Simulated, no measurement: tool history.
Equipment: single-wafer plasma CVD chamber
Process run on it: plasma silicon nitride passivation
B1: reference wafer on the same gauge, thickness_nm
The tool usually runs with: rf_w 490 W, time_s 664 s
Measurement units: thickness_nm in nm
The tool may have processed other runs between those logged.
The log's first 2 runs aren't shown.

{"run": 3, "hour": 21.2, "rf_w": 490, "time_s": 718, "B1": 865.158, "thickness_nm": 913.592}
{"run": 4, "hour": 27.4, "rf_w": 490, "time_s": 664, "B1": 864.399, "thickness_nm": 849.899}
{"run": 5, "hour": 37.2, "rf_w": 490, "time_s": 664, "B1": 863.7, "thickness_nm": 845.415}
{"run": 6, "hour": 46.0, "rf_w": 490, "time_s": 664, "B1": 863.996, "thickness_nm": 846.953}
{"run": 7, "hour": 59.7, "rf_w": 490, "time_s": 664, "B1": 863.119, "thickness_nm": 844.764}
{"run": 8, "hour": 75.8, "rf_w": 490, "time_s": 664, "B1": 865.265, "thickness_nm": 845.965}
{"run": 9, "hour": 112.9, "rf_w": 490, "time_s": 664, "B1": 863.307, "thickness_nm": 845.913}
{"run": 10, "hour": 123.7, "rf_w": 490, "time_s": 664, "B1": 865.272, "thickness_nm": 852.124}
{"run": 11, "hour": 135.6, "rf_w": 490, "time_s": 664, "B1": 864.917, "thickness_nm": 849.609}
{"run": 12, "hour": 142.1, "rf_w": 555, "time_s": 716, "B1": 863.409, "thickness_nm": 959.923}
{"run": 13, "hour": 159.2, "rf_w": 555, "time_s": 716, "B1": 863.594, "thickness_nm": 961.162}
{"run": 14, "hour": 171.1, "rf_w": 535, "time_s": 608, "B1": 862.528, "thickness_nm": 805.931}
{"run": 15, "hour": 180.0, "rf_w": 535, "time_s": 608, "B1": 864.846, "thickness_nm": 802.673}
{"run": 16, "hour": 190.3, "rf_w": 535, "time_s": 608, "B1": 864.235, "thickness_nm": 810.191}
{"run": 17, "hour": 200.8, "rf_w": 555, "time_s": 664, "B1": 864.197, "thickness_nm": 892.873}
{"hour": 209.8, "done": "RF generator calibrated"}
{"run": 18, "hour": 211.4, "rf_w": 555, "time_s": 664, "B1": 864.207, "thickness_nm": 923.915}
{"run": 19, "hour": 228.9, "rf_w": 490, "time_s": 664, "B1": 865.318, "thickness_nm": 874.399}
{"hour": 233.9, "done": "gauge calibrated"}
{"run": 20, "hour": 238.9, "rf_w": 490, "time_s": 664, "B1": 862.308, "thickness_nm": 881.834}
{"run": 21, "hour": 246.9, "rf_w": 460, "time_s": 736, "B1": 863.508, "thickness_nm": 943.887}
{"run": 22, "hour": 254.5, "rf_w": 535, "time_s": 608, "B1": 865.043, "thickness_nm": 832.279}
{"run": 23, "hour": 266.0, "rf_w": 570, "time_s": 700, "B1": 864.671, "thickness_nm": 982.058}
{"hour": 283.7, "done": "showerhead replaced, of another model than before"}
{"run": 24, "hour": 284.2, "rf_w": 490, "time_s": 770, "B1": 863.64, "thickness_nm": 1015.441}

Run 25, settings as shown, results not yet in. Your forecast:
{"run": 25, "hour": 294.6, "rf_w": 490, "time_s": 664, "B1": "?", "thickness_nm": "?"}

Run 25 measured B1 865.029, thickness_nm 875.216 nm.
Minus the tool's unlogged condition, the same run would have read thickness_nm 880.804 nm.
